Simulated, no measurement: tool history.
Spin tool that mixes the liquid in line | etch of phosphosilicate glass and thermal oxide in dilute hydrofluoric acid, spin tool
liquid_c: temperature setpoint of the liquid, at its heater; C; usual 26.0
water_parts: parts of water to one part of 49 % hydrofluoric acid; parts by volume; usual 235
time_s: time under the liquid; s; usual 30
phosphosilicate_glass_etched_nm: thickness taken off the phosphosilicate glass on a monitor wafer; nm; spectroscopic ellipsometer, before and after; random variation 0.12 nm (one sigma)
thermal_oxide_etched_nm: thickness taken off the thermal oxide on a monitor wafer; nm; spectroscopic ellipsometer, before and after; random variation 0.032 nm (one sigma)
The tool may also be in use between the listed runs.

run    hour  liquid_c  water_parts  time_s  read-back film thickness of the phosphosilicate glass reference wafer, read on the same gauge (nm)  read-back film thickness of the thermal oxide reference wafer, read on the same gauge (nm)  phosphosilicate_glass_etched_nm  thermal_oxide_etched_nm
  1     0.0      24.5          235      30                                                                                               70.00                                                                                      40.006                            21.34                    0.454
  2    66.3      26.0          235      30                                                                                               69.96                                                                                      40.013                            22.38                    0.574
  3   101.9      23.5          180      30                                                                                               69.98                                                                                      39.970                            28.38                    0.690
  4   158.3      24.0          125      15                                                                                               70.00                                                                                      39.985                            22.28                    0.478
      169.8  -- hydrofluoric acid flow meter replaced
  5   224.2      30.0          170      45                                                                                               69.98                                                                                      40.024                            61.54                    1.542
  6   258.8      28.0          235      15                                                                                               70.01                                                                                      40.009                            12.61                    0.315
  7   330.5      22.0          310      20                                                                                               69.97                                                                                      40.011                             9.64                    0.230
      350.2  -- thermometer replaced
  8   373.5      26.0          235      30                                                                                               69.99                                                                                      39.945                            23.77                    0.536
  9   443.4      30.0          140      45                                                                                               70.02                                                                                      40.016                            76.35                    1.806
 10   498.0      23.0          305      20                                                                                               70.06                                                                                      39.970                            10.06                    0.259
 11   566.3      26.0          235      30                                                                                               69.98                                                                                      40.002                            23.73                    0.509
 12   628.3      30.5          130      30                                                                                               70.00                                                                                      40.008                            56.80                    1.304
 13   675.2      26.0          150      40                                                                                               70.00                                                                                      40.032                            53.34                    1.139
 14   724.8      26.0          235      25                                                                                               70.00                                                                                      39.973                            19.38                    0.481
 15   780.8      21.0          125      30                                                                                               70.03                                                                                      39.996                            40.73                    0.926
 16   847.7      26.0          175      30                                                                                               70.02                                                                                      39.994                            32.96                    0.840
 17   887.8      30.5          345      20                                                                                               70.04                                                                                      40.012                            10.88                    0.256
 18   926.4      21.0          280      50                                                                                               70.01                                                                                      39.977                            25.91                    0.628
 19   951.3      22.5          235      30                                                                                               70.01                                                                                      39.967                            20.44                    0.434
 20  1166.4      30.0          235      15                                                                                               69.99                                                                                      39.987                            13.17                    0.322

Run 21 comes next. What will it give?
 21  1200.9      28.0          175      40                                                                                                   ?                                                                                           ?                                ?                        ?

{"run 21": {"read-back film thickness of the phosphosilicate glass reference wafer, read on the same gauge (nm)": 69.99, "read-back film thickness of the thermal oxide reference wafer, read on the same gauge (nm)": 40.036, "phosphosilicate_glass_etched_nm": 47.33, "thermal_oxide_etched_nm": 1.137}}
Without the tool's hidden state the same run would have given phosphosilicate_glass_etched_nm 49.46 nm, thermal_oxide_etched_nm 1.188 nm.
